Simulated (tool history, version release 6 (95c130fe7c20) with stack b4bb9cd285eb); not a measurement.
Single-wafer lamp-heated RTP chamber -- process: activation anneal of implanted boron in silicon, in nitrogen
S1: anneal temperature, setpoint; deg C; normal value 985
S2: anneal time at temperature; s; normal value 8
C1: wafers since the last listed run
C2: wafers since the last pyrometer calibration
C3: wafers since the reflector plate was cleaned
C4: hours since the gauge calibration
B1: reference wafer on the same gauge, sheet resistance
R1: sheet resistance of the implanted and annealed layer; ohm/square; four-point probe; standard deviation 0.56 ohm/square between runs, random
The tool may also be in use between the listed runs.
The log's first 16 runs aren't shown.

run,hour,S1,S2,C1,C2,C3,C4,B1,R1
# hour 380.3: reflector plate cleaned
17,396.5,985,5,410,4888,289,998.6,180.02,200.17
# hour 413.9: gauge calibrated
18,422.6,968,11,467,5355,756,8.7,179.90,210.57
# hour 450.0: pyrometer window cleaned and pyrometer calibrated
19,457.1,1002,12,474,127,1231,43.2,180.08,188.48
20,492.7,985,12,637,765,1869,78.8,179.96,193.89
21,507.5,976,11,265,1030,2134,93.6,179.85,200.75
22,537.1,996,11,530,1560,2664,123.2,180.03,189.07
23,573.2,985,11,646,2207,3310,159.3,180.04,194.09
24,586.5,974,11,238,2445,3549,172.6,180.01,202.48
25,606.7,985,8,361,2807,3910,192.8,179.96,195.30
26,632.2,985,8,456,3264,4367,218.3,180.00,195.42
# hour 647.8: reflector plate cleaned
27,656.6,985,8,293,3557,157,242.7,179.89,198.00
28,670.3,985,8,245,3803,402,256.4,180.06,197.21
29,684.6,961,11,256,4059,658,270.7,180.01,221.47
30,710.3,985,8,460,4519,1119,296.4,179.99,197.31
31,726.0,993,4,281,4800,1400,312.1,180.19,194.06
32,761.0,973,8,626,5427,2027,347.1,180.06,205.86
33,778.2,1006,12,308,5735,2335,364.3,179.91,186.10
# hour 790.8: pyrometer window cleaned and pyrometer calibrated
34,811.4,968,10,451,368,2786,397.5,179.96,207.60
35,888.9,985,6,1388,1756,4174,475.0,180.02,197.62
# hour 897.9: reflector plate cleaned
36,910.2,960,4,238,1994,220,496.3,180.10,233.48

Forecast each of these 5 alternatives for the next run:
A,910.6,974,8,7,2001,227,496.7,?,?
B,910.6,1012,12,7,2001,227,496.7,?,?
C,910.6,1013,9,7,2001,227,496.7,?,?
D,910.6,1006,11,7,2001,227,496.7,?,?
E,910.6,968,4,7,2001,227,496.7,?,?

run,B1,R1
A,180.07,208.00
B,180.07,186.70
C,180.07,187.16
D,180.07,188.06
E,180.07,219.22
The same runs, with their run-to-run variation unchanged, on a tool lacking any hidden condition would have given:
run,R1
A,209.40
B,186.90
C,187.37
D,188.36
E,221.05
